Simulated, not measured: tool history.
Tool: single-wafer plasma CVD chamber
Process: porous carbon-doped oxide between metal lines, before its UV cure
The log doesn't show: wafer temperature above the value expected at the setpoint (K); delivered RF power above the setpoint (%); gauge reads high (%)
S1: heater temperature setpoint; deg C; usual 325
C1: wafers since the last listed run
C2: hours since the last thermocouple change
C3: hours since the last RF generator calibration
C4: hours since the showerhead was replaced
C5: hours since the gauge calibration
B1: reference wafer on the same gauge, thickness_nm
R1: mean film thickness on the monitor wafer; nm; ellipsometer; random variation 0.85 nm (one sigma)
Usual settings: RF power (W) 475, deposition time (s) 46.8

Run 1, hour 0: usual settings but RF power (W) 410, deposition time (s) 50.8; C1 0; C2 1107.8; C3 2587.4; C4 6308.7; C5 157.9; B1 179.009. Result: R1 182.891 nm.
Run 2, hour 29: usual settings; C1 549; C2 1136.8; C3 2616.4; C4 6337.7; C5 186.9; B1 178.94. Result: R1 184.383 nm.
Run 3, hour 43.8: usual settings; C1 280; C2 1151.6; C3 2631.2; C4 6352.5; C5 201.7; B1 179.097. Result: R1 185.883 nm.
Run 4, hour 78: usual settings; C1 647; C2 1185.8; C3 2665.4; C4 6386.7; C5 235.9; B1 178.97. Result: R1 185.153 nm.
Run 5, hour 97.5: usual settings; C1 369; C2 1205.3; C3 2684.9; C4 6406.2; C5 255.4; B1 178.897. Result: R1 184.25 nm.
Run 6, hour 197.5: usual settings; C1 1894; C2 1305.3; C3 2784.9; C4 6506.2; C5 355.4; B1 178.923. Result: R1 185.096 nm.
Run 7, hour 216.3: usual settings; C1 356; C2 1324.1; C3 2803.7; C4 6525; C5 374.2; B1 179.073. Result: R1 184.989 nm.
Run 8, hour 247.6: usual settings but deposition time (s) 42.2; C1 592; C2 1355.4; C3 2835; C4 6556.3; C5 405.5; B1 178.83. Result: R1 167.382 nm.
At hour 250.6: gauge calibrated.
At hour 260: RF generator calibrated.
Run 9, hour 276: usual settings but deposition time (s) 42.2; C1 386; C2 1383.8; C3 16; C4 6584.7; C5 25.4; B1 178.901. Result: R1 166.926 nm.
Run 10, hour 293.6: usual settings; C1 333; C2 1401.4; C3 33.6; C4 6602.3; C5 43; B1 178.97. Result: R1 184.765 nm.
At hour 306.5: showerhead replaced.
Run 11, hour 323.3: usual settings; C1 411; C2 1431.1; C3 63.3; C4 16.8; C5 72.7; B1 179.033. Result: R1 185.453 nm.
Run 12, hour 336.5: usual settings but S1 337 deg C, RF power (W) 390, deposition time (s) 38.3; C1 250; C2 1444.3; C3 76.5; C4 30; C5 85.9; B1 179.007. Result: R1 125.293 nm.
Run 13, hour 368.3: usual settings but S1 314 deg C, deposition time (s) 40.3; C1 602; C2 1476.1; C3 108.3; C4 61.8; C5 117.7; B1 178.928. Result: R1 171.171 nm.
Run 14, hour 388.7: usual settings but RF power (W) 555; C1 386; C2 1496.5; C3 128.7; C4 82.2; C5 138.1; B1 179.064. Result: R1 202.358 nm.
Run 15, hour 401.8: usual settings but S1 316 deg C, RF power (W) 380, deposition time (s) 42.9; C1 248; C2 1509.6; C3 141.8; C4 95.3; C5 151.2; B1 179.271. Result: R1 154.053 nm.
Run 16, hour 420.9: usual settings but S1 313 deg C, RF power (W) 500, deposition time (s) 44.2; C1 361; C2 1528.7; C3 160.9; C4 114.4; C5 170.3; B1 179.156. Result: R1 192.161 nm.
Run 17, hour 441.6: usual settings but S1 311 deg C; C1 392; C2 1549.4; C3 181.6; C4 135.1; C5 191; B1 179.252. Result: R1 201.116 nm.
At hour 449.9: thermocouple changed; heater temperature recalibrated.
Run 18, hour 476.5: usual settings but S1 337 deg C, RF power (W) 545, deposition time (s) 41; C1 509; C2 26.6; C3 216.5; C4 170; C5 225.9; B1 178.959. Result: R1 165.334 nm.
Run 19, hour 512.2: usual settings but S1 340 deg C, RF power (W) 435; C1 676; C2 62.3; C3 252.2; C4 205.7; C5 261.6; B1 178.961. Result: R1 162.539 nm.
Run 20, hour 546.2: usual settings but RF power (W) 430; C1 644; C2 96.3; C3 286.2; C4 239.7; C5 295.6; B1 178.876. Result: R1 173.761 nm.
Run 21, hour 573.2: usual settings; C1 511; C2 123.3; C3 313.2; C4 266.7; C5 322.6; B1 179.062. Result: R1 185.261 nm.
Run 22, hour 605.2: usual settings; C1 606; C2 155.3; C3 345.2; C4 298.7; C5 354.6; B1 179.154. Result: R1 183.814 nm.
Run 23, hour 619.6: usual settings; C1 272; C2 169.7; C3 359.6; C4 313.1; C5 369; B1 178.859. Result: R1 185.038 nm.

The tool's hidden state at each run:
wafer temperature above the value expected at the setpoint (K): 0 in every run
delivered RF power above the setpoint (%): 0 in every run
gauge reads high (%): 0 in every run
